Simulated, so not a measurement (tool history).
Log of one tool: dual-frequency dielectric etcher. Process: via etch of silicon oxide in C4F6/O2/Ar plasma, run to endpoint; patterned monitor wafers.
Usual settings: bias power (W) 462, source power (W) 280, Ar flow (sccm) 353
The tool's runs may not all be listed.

run	day	bias power (W)	source power (W)	Ar flow (sccm)	incoming incoming film thickness, nm	endpoint time (s)
1	0	462	280	353	106.3	24.3
2	4.388	462	310	353	106.7	23.7
3	7.871	462	310	353	105.8	23.3
4	10.158	401	280	353	106	25.9
# day 11.617: wet clean of the chamber, repeated, since the last time left the tool worse
5	13.579	430	280	302	105.7	25.9
# day 17.258: Ar flow controller replaced
6	17.279	423	350	419	106.2	24.9
7	18.608	401	280	353	106.1	27
8	21.008	462	300	353	105.9	25.2
9	22.604	462	240	353	106	27.4
10	26.454	462	280	353	105.2	25.7
11	28.454	382	300	274	106.4	26.9
12	32.029	462	280	353	107.4	26.8
13	33.933	462	280	386	106	26.6
14	37.129	462	280	353	106.2	26.5
15	38.979	361	210	320	106	32
# day 41.233: wet clean of the chamber
16	41.254	462	280	353	104.9	25.4
17	43.183	379	240	353	105.8	29.1
18	44.812	462	280	417	106.5	25.9
# day 46.062: upper electrode replaced
19	46.821	462	260	353	106	26.4
20	48.975	462	250	414	106.7	27.7
21	50.671	362	350	409	106.2	26.5
22	53.458	462	280	353	105.8	26.1
23	57.138	410	280	353	105	26.9
24	61.525	462	280	353	106	26.3
# day 66.346: wet clean of the chamber
25	66.367	462	280	376	106.2	25.8
26	67.912	431	220	409	104.9	28.7
27	71.746	462	280	353	107.1	26
28	75.862	557	260	309	106.6	24.8
29	79.967	462	280	353	105.6	26

Measured less the same run without the tool's hidden state. The same run-to-run variation is in both; the gauge's scatter may not be:
The hidden state here: etch rate over this chamber's usual, %; bias power that arrives over what is set, %; source power that arrives over what is set, %; Ar flow that arrives over what is set, %.
run	endpoint time (s)
1	-1.2
2	-1
3	-0.9
4	-0.9
5	+0.1
6	+0.2
7	+0.3
8	+0.3
9	+0.4
10	+0.5
11	+0.7
12	+0.8
13	+0.8
14	+1
15	+1.3
16	+0.1
17	+0.2
18	+0.2
19	+0.3
20	+0.3
21	+0.4
22	+0.5
23	+0.7
24	+0.8
25	-0.1
26	+0
27	+0.2
28	+0.3
29	+0.5
